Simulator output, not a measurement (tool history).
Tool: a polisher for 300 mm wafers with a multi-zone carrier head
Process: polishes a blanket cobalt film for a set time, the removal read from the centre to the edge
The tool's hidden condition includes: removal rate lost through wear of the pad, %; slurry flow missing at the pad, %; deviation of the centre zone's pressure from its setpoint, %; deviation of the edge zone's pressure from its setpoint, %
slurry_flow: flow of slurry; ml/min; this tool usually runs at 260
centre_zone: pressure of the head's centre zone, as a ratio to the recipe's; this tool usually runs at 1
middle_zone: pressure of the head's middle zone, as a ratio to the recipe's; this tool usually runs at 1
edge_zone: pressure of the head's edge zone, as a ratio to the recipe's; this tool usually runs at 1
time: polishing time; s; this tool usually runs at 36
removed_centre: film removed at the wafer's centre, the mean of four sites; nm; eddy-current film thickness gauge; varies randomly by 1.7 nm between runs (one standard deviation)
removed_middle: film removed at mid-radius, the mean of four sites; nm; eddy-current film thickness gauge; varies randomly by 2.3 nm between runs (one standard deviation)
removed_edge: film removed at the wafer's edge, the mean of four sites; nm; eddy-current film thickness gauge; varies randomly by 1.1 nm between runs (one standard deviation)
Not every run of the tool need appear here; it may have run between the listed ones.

run	hour	slurry_flow	centre_zone	middle_zone	edge_zone	time	wafers since the last listed run	wafers polished on this pad	hours since the slurry nozzle was cleaned	hours since the centre zone pressure was calibrated	hours since the edge zone pressure was calibrated	hours since the carrier head's membrane was replaced	incoming thickness of the incoming film, nm	removed_centre	removed_middle	removed_edge
1	0	260	1	1.05	1.05	36	0	1614	873.9	565.3	645.2	509.7	747.5	166.5	159.2	153.6
# hour 19.4: centre zone pressure recalibrated
2	28.6	260	1	1.05	1.05	36	153	1768	902.5	9.2	673.8	538.3	743.4	157.7	159.9	148.8
3	57.5	210	1	1	1	36	166	1935	931.4	38.1	702.7	567.2	751.8	146.2	149.3	141
# hour 59.4: slurry nozzle cleaned
# hour 77.6: edge zone pressure recalibrated
# hour 114.2: worn pad replaced by a new one
4	124.5	210	1	1	1	36	346	59	65.1	105.1	46.9	634.2	749.2	164	162.9	156.4
5	189.7	260	1	1	1	36	376	435	130.3	170.3	112.1	699.4	749.7	168.3	167.3	159
6	256.5	260	1.04	0.93	0.95	45	385	821	197.1	237.1	178.9	766.2	740.4	216	194.1	191.9
# hour 276.9: carrier head's membrane replaced by a new one
7	287.7	335	1	0.94	0.91	36	151	973	228.3	268.3	210.1	10.8	757.7	170.8	161.1	152.7
8	316.9	260	1	1.05	1	36	168	1141	257.5	297.5	239.3	40	745.8	165.6	165.1	154.3
9	355.6	305	0.97	1	1	36	223	1365	296.2	336.2	278	78.7	749.3	160.6	160.1	154.8
10	414.8	330	1.09	1.05	0.92	36	341	1707	355.4	395.4	337.2	137.9	751	180.8	166.1	147.4
# hour 467.4: worn pad replaced by a new one
11	512.3	260	1	1	1	25	540	259	452.9	492.9	434.7	235.4	744.7	117.8	115.5	111.3
12	569.4	285	1	0.9	1	36	329	588	510	550	491.8	292.5	748.2	178.6	152.8	160.3
# hour 634: centre zone pressure recalibrated
13	638.4	260	1.04	0.92	0.88	30	386	975	579	4.4	560.8	361.5	743.8	139.1	125.9	121.1

Run 14, settings as shown, results not yet in. Your forecast:
14	702.7	260	1	1	1	36	371	1347	643.3	68.7	625.1	425.8	767.3	?	?	?

{"run 14": {"removed_centre": 156.5, "removed_middle": 158.7, "removed_edge": 152.4}}
With no hidden state in the tool, this same run would have given removed_centre 165.7 nm, removed_middle 167.4 nm, removed_edge 160.7 nm.

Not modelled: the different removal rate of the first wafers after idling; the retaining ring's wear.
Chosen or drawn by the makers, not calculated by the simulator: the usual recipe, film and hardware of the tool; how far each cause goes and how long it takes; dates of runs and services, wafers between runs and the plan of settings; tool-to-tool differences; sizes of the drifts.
